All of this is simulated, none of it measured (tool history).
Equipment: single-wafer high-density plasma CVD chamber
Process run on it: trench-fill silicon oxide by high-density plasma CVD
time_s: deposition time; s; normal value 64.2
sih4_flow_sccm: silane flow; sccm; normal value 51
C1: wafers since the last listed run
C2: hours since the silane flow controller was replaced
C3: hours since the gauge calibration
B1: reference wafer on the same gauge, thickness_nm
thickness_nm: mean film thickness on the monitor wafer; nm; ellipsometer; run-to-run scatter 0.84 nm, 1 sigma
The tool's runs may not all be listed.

run 1 day=0 | time_s=64.2 sih4_flow_sccm=56 | C1=0 C2=844.5 C3=293.9 | B1=344.061 | thickness_nm=348.798
run 2 day=2.479 | time_s=64.2 sih4_flow_sccm=56 | C1=1060 C2=904 C3=353.4 | B1=344.028 | thickness_nm=350.693
run 3 day=4.554 | time_s=64.2 sih4_flow_sccm=56 | C1=887 C2=953.8 C3=403.2 | B1=344.047 | thickness_nm=349.535
run 4 day=5.7 | time_s=64.2 sih4_flow_sccm=58 | C1=489 C2=981.3 C3=430.7 | B1=344.073 | thickness_nm=361.094
run 5 day=8.242 | time_s=64.2 sih4_flow_sccm=58 | C1=1086 C2=1042.3 C3=491.7 | B1=343.964 | thickness_nm=361.442
run 6 day=9.929 | time_s=69.8 sih4_flow_sccm=55 | C1=721 C2=1082.8 C3=532.2 | B1=343.826 | thickness_nm=373.168
run 7 day=11.238 | time_s=69.8 sih4_flow_sccm=55 | C1=559 C2=1114.2 C3=563.6 | B1=344.107 | thickness_nm=371.5
run 8 day=15.742 | time_s=69.8 sih4_flow_sccm=55 | C1=1925 C2=1222.3 C3=671.7 | B1=344.089 | thickness_nm=371.002
run 9 day=17.942 | time_s=64.2 sih4_flow_sccm=51 | C1=940 C2=1275.1 C3=724.5 | B1=343.936 | thickness_nm=316.219
run 10 day=18.954 | time_s=64.2 sih4_flow_sccm=44 | C1=432 C2=1299.4 C3=748.8 | B1=344.061 | thickness_nm=272.394
run 11 day=20.658 | time_s=64.2 sih4_flow_sccm=44 | C1=728 C2=1340.3 C3=789.7 | B1=344.081 | thickness_nm=272.604
run 12 day=22.829 | time_s=64.2 sih4_flow_sccm=44 | C1=928 C2=1392.4 C3=841.8 | B1=343.925 | thickness_nm=271.802
run 13 day=24.675 | time_s=59.7 sih4_flow_sccm=59 | C1=789 C2=1436.7 C3=886.1 | B1=344.115 | thickness_nm=338.588
run 14 day=27.108 | time_s=64.2 sih4_flow_sccm=51 | C1=1040 C2=1495.1 C3=944.5 | B1=343.946 | thickness_nm=313.545
run 15 day=28.65 | time_s=64.2 sih4_flow_sccm=51 | C1=659 C2=1532.1 C3=981.5 | B1=344.053 | thickness_nm=313.177
run 16 day=30.517 | time_s=75.5 sih4_flow_sccm=51 | C1=798 C2=1576.9 C3=1026.3 | B1=343.935 | thickness_nm=367.991
run 17 day=33.1 | time_s=64.2 sih4_flow_sccm=51 | C1=1104 C2=1638.9 C3=1088.3 | B1=343.998 | thickness_nm=312.42
-- day=33.592 gauge calibrated
run 18 day=34.788 | time_s=74.4 sih4_flow_sccm=56 | C1=721 C2=1679.4 C3=28.7 | B1=343.834 | thickness_nm=396.856
run 19 day=36.146 | time_s=60.5 sih4_flow_sccm=60 | C1=580 C2=1712 C3=61.3 | B1=343.813 | thickness_nm=343.622
run 20 day=37.329 | time_s=76.3 sih4_flow_sccm=59 | C1=505 C2=1740.4 C3=89.7 | B1=344.088 | thickness_nm=428.014
run 21 day=38.875 | time_s=55.3 sih4_flow_sccm=48 | C1=661 C2=1777.5 C3=126.8 | B1=344.1 | thickness_nm=251.576
-- day=40.667 silane flow controller replaced
run 22 day=40.688 | time_s=74.6 sih4_flow_sccm=42 | C1=632 C2=0.5 C3=170.3 | B1=343.865 | thickness_nm=308.157
run 23 day=48.854 | time_s=64.2 sih4_flow_sccm=51 | C1=3492 C2=196.5 C3=366.3 | B1=343.88 | thickness_nm=321.292
run 24 day=51.633 | time_s=69.7 sih4_flow_sccm=46 | C1=1188 C2=263.2 C3=433 | B1=344.046 | thickness_nm=313.031

How would selected steps in thickness_nm from run to run divide? Give the signed amount a tool lacking its hidden state would still show from settings, what came in and random variation, and the signed amount left for the hidden state, including any gauge scatter that is not in both of the compared results.
Hidden state present: delivered silane flow above the setpoint (%); gauge reads high (%).
Run 17 -> 18: time_s 64.2 -> 74.4, sih4_flow_sccm 51 -> 56, gauge calibrated. thickness_nm +84.436 nm: hidden state -2.478, all else +86.914.
Run 20 -> 21: time_s 76.3 -> 55.3, sih4_flow_sccm 59 -> 48. thickness_nm -176.438 nm: hidden state +4.268, all else -180.706.
Run 21 -> 22: time_s 55.3 -> 74.6, sih4_flow_sccm 48 -> 42, silane flow controller replaced. thickness_nm +56.581 nm: hidden state +8.664, all else +47.917.

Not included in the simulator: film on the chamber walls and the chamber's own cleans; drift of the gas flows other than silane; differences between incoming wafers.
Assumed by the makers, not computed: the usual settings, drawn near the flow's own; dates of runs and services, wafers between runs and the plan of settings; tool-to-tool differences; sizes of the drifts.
